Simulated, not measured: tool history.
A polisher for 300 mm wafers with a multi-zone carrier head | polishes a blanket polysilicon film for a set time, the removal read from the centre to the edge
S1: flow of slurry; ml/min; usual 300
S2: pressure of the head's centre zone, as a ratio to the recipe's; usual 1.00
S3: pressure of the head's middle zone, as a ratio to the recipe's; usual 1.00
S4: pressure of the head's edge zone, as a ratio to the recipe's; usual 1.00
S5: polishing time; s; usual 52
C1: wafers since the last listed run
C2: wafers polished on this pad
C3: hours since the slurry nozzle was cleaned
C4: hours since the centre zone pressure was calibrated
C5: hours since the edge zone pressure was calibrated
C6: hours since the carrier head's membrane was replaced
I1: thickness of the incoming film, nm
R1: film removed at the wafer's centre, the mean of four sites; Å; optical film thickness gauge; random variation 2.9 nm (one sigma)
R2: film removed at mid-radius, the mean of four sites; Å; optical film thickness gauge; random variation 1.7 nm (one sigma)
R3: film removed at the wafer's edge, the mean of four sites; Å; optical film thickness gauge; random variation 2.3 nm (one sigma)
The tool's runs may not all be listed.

| run | hour | S1 | S2 | S3 | S4 | S5 | C1 | C2 | C3 | C4 | C5 | C6 | I1 | R1 | R2 | R3 |
|---|---|---|---|---|---|---|---|---|---|---|---|---|---|---|---|---|
| 1 | 0.0 | 300 | 1.00 | 1.00 | 1.00 | 52 | 0 | 1013 | 183.1 | 824.5 | 337.8 | 1576.5 | 1840.2 | 2131 | 2143 | 2191 |
| 2 | 15.3 | 300 | 1.00 | 1.00 | 1.00 | 52 | 146 | 1160 | 198.4 | 839.8 | 353.1 | 1591.8 | 1877.3 | 2051 | 2149 | 2167 |
|  | 23.3 | worn pad replaced by a new one |
| 3 | 50.5 | 300 | 1.00 | 1.00 | 1.00 | 52 | 298 | 260 | 233.6 | 875.0 | 388.3 | 1627.0 | 1876.5 | 2240 | 2290 | 2308 |
| 4 | 79.1 | 300 | 1.00 | 1.00 | 1.00 | 52 | 273 | 534 | 262.2 | 903.6 | 416.9 | 1655.6 | 1899.8 | 2182 | 2210 | 2199 |
| 5 | 113.2 | 300 | 1.00 | 1.00 | 1.00 | 52 | 326 | 860 | 296.3 | 937.7 | 451.0 | 1689.7 | 1860.1 | 2098 | 2164 | 2174 |
|  | 131.8 | carrier head's membrane replaced by a new one |
| 6 | 132.3 | 300 | 1.05 | 1.00 | 1.00 | 61 | 135 | 995 | 315.4 | 956.8 | 470.1 | 0.5 | 1857.5 | 2519 | 2504 | 2515 |
|  | 156.1 | worn pad replaced by a new one |
|  | 161.8 | edge zone pressure recalibrated |
| 7 | 162.5 | 300 | 1.05 | 1.00 | 1.00 | 61 | 231 | 41 | 345.6 | 987.0 | 0.7 | 30.7 | 1877.8 | 2772 | 2641 | 2678 |
|  | 178.6 | centre zone pressure recalibrated |
| 8 | 179.1 | 300 | 1.00 | 1.00 | 1.00 | 52 | 139 | 181 | 362.2 | 0.5 | 17.3 | 47.3 | 1865.8 | 2187 | 2224 | 2252 |
| 9 | 209.6 | 300 | 0.92 | 0.92 | 0.92 | 39 | 292 | 473 | 392.7 | 31.0 | 47.8 | 77.8 | 1837.1 | 1457 | 1545 | 1623 |
|  | 220.7 | slurry nozzle cleaned |
| 10 | 229.0 | 300 | 1.00 | 1.00 | 1.00 | 52 | 176 | 649 | 8.3 | 50.4 | 67.2 | 97.2 | 1861.0 | 2230 | 2269 | 2266 |
| 11 | 249.5 | 300 | 1.00 | 1.00 | 1.00 | 52 | 196 | 846 | 28.8 | 70.9 | 87.7 | 117.7 | 1910.5 | 2138 | 2214 | 2186 |
| 12 | 263.1 | 355 | 1.12 | 1.05 | 1.00 | 60 | 130 | 976 | 42.4 | 84.5 | 101.3 | 131.3 | 1910.7 | 2882 | 2679 | 2563 |
| 13 | 289.6 | 300 | 1.00 | 1.00 | 1.00 | 52 | 253 | 1230 | 68.9 | 111.0 | 127.8 | 157.8 | 1898.0 | 2127 | 2138 | 2168 |
|  | 302.4 | worn pad replaced by a new one |
| 14 | 314.2 | 300 | 0.96 | 1.06 | 1.00 | 52 | 197 | 113 | 93.5 | 135.6 | 152.4 | 182.4 | 1863.2 | 2173 | 2408 | 2328 |
| 15 | 340.2 | 300 | 1.03 | 1.11 | 1.10 | 63 | 249 | 362 | 119.5 | 161.6 | 178.4 | 208.4 | 1879.3 | 2690 | 2936 | 2845 |
| 16 | 363.8 | 300 | 1.00 | 1.00 | 1.00 | 47 | 226 | 588 | 143.1 | 185.2 | 202.0 | 232.0 | 1868.1 | 1961 | 1991 | 2008 |
| 17 | 388.1 | 330 | 1.00 | 1.05 | 1.00 | 52 | 232 | 821 | 167.4 | 209.5 | 226.3 | 256.3 | 1884.2 | 2178 | 2288 | 2142 |
| 18 | 416.7 | 300 | 1.04 | 1.00 | 1.00 | 52 | 273 | 1094 | 196.0 | 238.1 | 254.9 | 284.9 | 1870.1 | 2180 | 2135 | 2110 |

The next listed run, before its measurement:
|  | 435.0 | worn pad replaced by a new one |
| 19 | 437.2 | 300 | 1.00 | 1.09 | 1.00 | 57 | 158 | 20 | 216.5 | 258.6 | 275.4 | 305.4 | 1905.7 | ? | ? | ? |

{"run 19": {"R1": 2449, "R2": 2664, "R3": 2482}}
Without the tool's hidden state the same run would have given R1 2592 Å, R2 2807 Å, R3 2591 Å.

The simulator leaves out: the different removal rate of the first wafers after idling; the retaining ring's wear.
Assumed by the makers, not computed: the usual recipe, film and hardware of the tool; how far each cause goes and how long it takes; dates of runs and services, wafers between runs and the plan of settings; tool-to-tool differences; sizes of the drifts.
